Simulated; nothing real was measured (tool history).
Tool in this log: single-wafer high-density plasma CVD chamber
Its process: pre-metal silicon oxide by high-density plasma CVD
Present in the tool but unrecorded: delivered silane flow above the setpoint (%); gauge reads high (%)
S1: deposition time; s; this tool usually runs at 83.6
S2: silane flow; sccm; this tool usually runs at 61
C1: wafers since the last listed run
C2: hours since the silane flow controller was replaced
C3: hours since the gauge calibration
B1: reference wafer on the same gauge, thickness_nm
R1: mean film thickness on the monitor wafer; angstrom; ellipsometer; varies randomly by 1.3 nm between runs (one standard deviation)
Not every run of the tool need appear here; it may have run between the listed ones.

Run 1, day 0: usual settings but S2 71 sccm; C1 0; C2 86.7; C3 667.1; B1 426.925. Result: R1 5726.49 angstrom.
Run 2, day 3.738: usual settings but S2 71 sccm; C1 1176; C2 176.4; C3 756.8; B1 426.997. Result: R1 5753.2 angstrom.
Run 3, day 8.175: usual settings but S1 88.2 s, S2 68 sccm; C1 1397; C2 282.9; C3 863.3; B1 426.925. Result: R1 5886.2 angstrom.
Run 4, day 11.225: usual settings but S1 88.2 s, S2 68 sccm; C1 960; C2 356.1; C3 936.5; B1 426.855. Result: R1 5872.54 angstrom.
Run 5, day 12.775: usual settings; C1 488; C2 393.3; C3 973.7; B1 427.32. Result: R1 5082.53 angstrom.
Run 6, day 16.112: usual settings; C1 1050; C2 473.4; C3 1053.8; B1 426.998. Result: R1 5103.31 angstrom.
Run 7, day 17.625: usual settings; C1 476; C2 509.7; C3 1090.1; B1 427.207. Result: R1 5074.7 angstrom.
Run 8, day 20.05: usual settings; C1 763; C2 567.9; C3 1148.3; B1 427.215. Result: R1 5080.3 angstrom.
Run 9, day 24.225: usual settings; C1 1314; C2 668.1; C3 1248.5; B1 426.889. Result: R1 5097.18 angstrom.
Run 10, day 26.312: usual settings; C1 657; C2 718.2; C3 1298.6; B1 427.193. Result: R1 5078.65 angstrom.
Run 11, day 30.075: usual settings but S1 92.6 s, S2 68 sccm; C1 1184; C2 808.5; C3 1388.9; B1 426.941. Result: R1 6177.1 angstrom.
Run 12, day 32.6: usual settings; C1 795; C2 869.1; C3 1449.5; B1 427.182. Result: R1 5081.71 angstrom.
Run 13, day 35.15: usual settings but S1 80.1 s, S2 53 sccm; C1 802; C2 930.3; C3 1510.7; B1 427.072. Result: R1 4356.85 angstrom.
Run 14, day 37.446: usual settings but S1 70.6 s, S2 67 sccm; C1 722; C2 985.4; C3 1565.8; B1 427.027. Result: R1 4666.63 angstrom.
Run 15, day 41.742: usual settings but S2 68 sccm; C1 1352; C2 1088.5; C3 1668.9; B1 427.044. Result: R1 5600.84 angstrom.
Run 16, day 46.221: usual settings but S1 78.3 s, S2 71 sccm; C1 1410; C2 1196; C3 1776.4; B1 427.097. Result: R1 5437.98 angstrom.
Run 17, day 48.129: usual settings but S2 54 sccm; C1 600; C2 1241.8; C3 1822.2; B1 427.014. Result: R1 4586.16 angstrom.
Run 18, day 50.775: usual settings but S1 74.6 s, S2 51 sccm; C1 833; C2 1305.3; C3 1885.7; B1 426.783. Result: R1 3915.93 angstrom.
At day 51.867: gauge calibrated.
Run 19, day 53.188: usual settings but S2 58 sccm; C1 759; C2 1363.2; C3 31.7; B1 427.111. Result: R1 4911.22 angstrom.
At day 55.021: silane flow controller replaced.
Run 20, day 55.738: usual settings; C1 697; C2 17.2; C3 92.9; B1 427.1. Result: R1 5045.48 angstrom.
Run 21, day 60: usual settings but S1 77 s; C1 1342; C2 119.5; C3 195.2; B1 426.943. Result: R1 4657.02 angstrom.
Run 22, day 64.05: usual settings; C1 1275; C2 216.7; C3 292.4; B1 426.833. Result: R1 5052.87 angstrom.
Run 23, day 65.583: usual settings; C1 482; C2 253.5; C3 329.2; B1 426.901. Result: R1 5069.67 angstrom.
Run 24, day 69.162: usual settings; C1 1126; C2 339.4; C3 415.1; B1 427.129. Result: R1 5074.9 angstrom.
Run 25, day 72.054: usual settings but S1 93.1 s, S2 73 sccm; C1 910; C2 408.8; C3 484.5; B1 427.126. Result: R1 6626.86 angstrom.
Run 26, day 74.362: usual settings but S1 70.6 s, S2 55 sccm; C1 726; C2 464.2; C3 539.9; B1 427.257. Result: R1 3938.79 angstrom.
Run 27, day 75.875: usual settings but S2 51 sccm; C1 476; C2 500.5; C3 576.2; B1 427.215. Result: R1 4391.73 angstrom.

Each row is a separate what-if for the run after 27, all from the same tool condition, not one after another. Results?
Run A, day 75.892: usual settings; C1 5; C2 500.9; C3 576.6; B1 ?. Result: R1 ?.
Run B, day 75.892: usual settings but S2 70 sccm; C1 5; C2 500.9; C3 576.6; B1 ?. Result: R1 ?.
Run C, day 75.892: usual settings but S1 99.1 s, S2 56 sccm; C1 5; C2 500.9; C3 576.6; B1 ?. Result: R1 ?.
Run D, day 75.892: usual settings but S1 77.6 s, S2 49 sccm; C1 5; C2 500.9; C3 576.6; B1 ?. Result: R1 ?.

run       B1       R1
  A  427.047  5086.65
  B  427.047   5722.4
  C  427.047  5611.07
  D  427.047  3934.75
What these runs would have given with no unlogged condition in the tool:
run       R1
  A  5008.68
  B  5634.69
  C  5525.07
  D  3874.44
